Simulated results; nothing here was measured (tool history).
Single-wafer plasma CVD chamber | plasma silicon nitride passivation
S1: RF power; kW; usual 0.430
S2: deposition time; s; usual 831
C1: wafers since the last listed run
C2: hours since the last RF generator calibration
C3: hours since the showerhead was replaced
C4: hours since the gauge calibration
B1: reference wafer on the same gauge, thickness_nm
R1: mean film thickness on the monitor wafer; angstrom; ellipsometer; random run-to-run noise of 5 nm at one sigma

| run | hour | S1 | S2 | C1 | C2 | C3 | C4 | B1 | R1 |
|---|---|---|---|---|---|---|---|---|---|
| 1 | 0.0 | 0.430 | 831 | 0 | 1275.6 | 6927.1 | 278.9 | 1210.438 | 11881.66 |
| 2 | 20.1 | 0.475 | 831 | 66 | 1295.7 | 6947.2 | 299.0 | 1211.531 | 12227.39 |
| 3 | 33.8 | 0.475 | 831 | 45 | 1309.4 | 6960.9 | 312.7 | 1209.705 | 12260.33 |
| 4 | 48.2 | 0.475 | 831 | 47 | 1323.8 | 6975.3 | 327.1 | 1210.653 | 12225.24 |
| 5 | 61.9 | 0.430 | 831 | 45 | 1337.5 | 6989.0 | 340.8 | 1211.700 | 11891.04 |
| 6 | 86.6 | 0.430 | 831 | 82 | 1362.2 | 7013.7 | 365.5 | 1213.553 | 11894.69 |
| 7 | 99.2 | 0.430 | 831 | 41 | 1374.8 | 7026.3 | 378.1 | 1213.839 | 11887.52 |
| 8 | 120.5 | 0.430 | 944 | 70 | 1396.1 | 7047.6 | 399.4 | 1213.902 | 13704.14 |
| 9 | 147.0 | 0.430 | 944 | 88 | 1422.6 | 7074.1 | 425.9 | 1216.714 | 13758.53 |
| 10 | 169.4 | 0.430 | 831 | 74 | 1445.0 | 7096.5 | 448.3 | 1216.667 | 12041.14 |
| 11 | 202.2 | 0.430 | 779 | 108 | 1477.8 | 7129.3 | 481.1 | 1219.727 | 11314.03 |
| 12 | 228.3 | 0.430 | 779 | 86 | 1503.9 | 7155.4 | 507.2 | 1221.296 | 11243.76 |
| 13 | 258.1 | 0.430 | 768 | 98 | 1533.7 | 7185.2 | 537.0 | 1221.435 | 11115.79 |
| 14 | 274.8 | 0.430 | 768 | 55 | 1550.4 | 7201.9 | 553.7 | 1224.300 | 11132.13 |
| 15 | 307.4 | 0.430 | 768 | 108 | 1583.0 | 7234.5 | 586.3 | 1226.007 | 11197.05 |
| 16 | 338.0 | 0.390 | 831 | 101 | 1613.6 | 7265.1 | 616.9 | 1227.965 | 11799.09 |
| 17 | 358.5 | 0.430 | 831 | 68 | 1634.1 | 7285.6 | 637.4 | 1229.669 | 12118.33 |
| 18 | 380.1 | 0.430 | 831 | 71 | 1655.7 | 7307.2 | 659.0 | 1230.584 | 12151.26 |
| 19 | 406.3 | 0.430 | 831 | 87 | 1681.9 | 7333.4 | 685.2 | 1233.052 | 12129.44 |
| 20 | 424.5 | 0.380 | 831 | 60 | 1700.1 | 7351.6 | 703.4 | 1233.975 | 11849.97 |
| 21 | 456.0 | 0.430 | 831 | 104 | 1731.6 | 7383.1 | 734.9 | 1239.353 | 12222.99 |
| 22 | 491.5 | 0.430 | 831 | 117 | 1767.1 | 7418.6 | 770.4 | 1239.709 | 12235.98 |
| 23 | 511.5 | 0.480 | 961 | 66 | 1787.1 | 7438.6 | 790.4 | 1243.622 | 14569.31 |
|  | 521.0 | gauge calibrated |
| 24 | 524.7 | 0.430 | 976 | 43 | 1800.3 | 7451.8 | 3.7 | 1206.964 | 14058.89 |
| 25 | 538.7 | 0.495 | 694 | 46 | 1814.3 | 7465.8 | 17.7 | 1205.824 | 10213.18 |
|  | 552.6 | showerhead replaced |
| 26 | 566.4 | 0.430 | 984 | 65 | 1842.0 | 13.8 | 45.4 | 1205.878 | 14079.30 |
|  | 596.9 | RF generator calibrated |
| 27 | 597.4 | 0.455 | 831 | 76 | 0.5 | 44.8 | 76.4 | 1207.497 | 12126.49 |
| 28 | 608.7 | 0.500 | 831 | 37 | 11.8 | 56.1 | 87.7 | 1206.254 | 12219.88 |
| 29 | 641.5 | 0.430 | 831 | 108 | 44.6 | 88.9 | 120.5 | 1208.550 | 11834.38 |
| 30 | 672.8 | 0.430 | 831 | 103 | 75.9 | 120.2 | 151.8 | 1207.295 | 11923.26 |
| 31 | 689.7 | 0.360 | 952 | 56 | 92.8 | 137.1 | 168.7 | 1208.584 | 13037.21 |
| 32 | 720.4 | 0.430 | 731 | 101 | 123.5 | 167.8 | 199.4 | 1208.371 | 10503.27 |
| 33 | 747.0 | 0.430 | 768 | 88 | 150.1 | 194.4 | 226.0 | 1211.295 | 11050.00 |
| 34 | 763.1 | 0.510 | 889 | 53 | 166.2 | 210.5 | 242.1 | 1210.126 | 13241.19 |
| 35 | 790.3 | 0.430 | 898 | 90 | 193.4 | 237.7 | 269.3 | 1211.558 | 12934.67 |
| 36 | 824.0 | 0.380 | 874 | 111 | 227.1 | 271.4 | 303.0 | 1212.386 | 12281.33 |
| 37 | 851.3 | 0.400 | 831 | 90 | 254.4 | 298.7 | 330.3 | 1213.192 | 11750.00 |
| 38 | 864.0 | 0.480 | 767 | 42 | 267.1 | 311.4 | 343.0 | 1212.541 | 11278.91 |
| 39 | 884.7 | 0.460 | 712 | 68 | 287.8 | 332.1 | 363.7 | 1215.912 | 10435.89 |

Predict each of these 4 candidate next runs independently; none follows another, all start after run 39:
| A | 885.3 | 0.430 | 831 | 1 | 288.4 | 332.7 | 364.3 | ? | ? |
| B | 885.3 | 0.430 | 689 | 1 | 288.4 | 332.7 | 364.3 | ? | ? |
| C | 885.3 | 0.350 | 955 | 1 | 288.4 | 332.7 | 364.3 | ? | ? |
| D | 885.3 | 0.360 | 966 | 1 | 288.4 | 332.7 | 364.3 | ? | ? |

| run | B1 | R1 |
|---|---|---|
| A | 1213.854 | 12005.86 |
| B | 1213.854 | 9954.32 |
| C | 1213.854 | 13187.93 |
| D | 1213.854 | 13420.56 |
Had the tool no hidden state, the same runs would have come out as:
| run | R1 |
|---|---|
| A | 11866.04 |
| B | 9838.39 |
| C | 13034.34 |
| D | 13264.26 |

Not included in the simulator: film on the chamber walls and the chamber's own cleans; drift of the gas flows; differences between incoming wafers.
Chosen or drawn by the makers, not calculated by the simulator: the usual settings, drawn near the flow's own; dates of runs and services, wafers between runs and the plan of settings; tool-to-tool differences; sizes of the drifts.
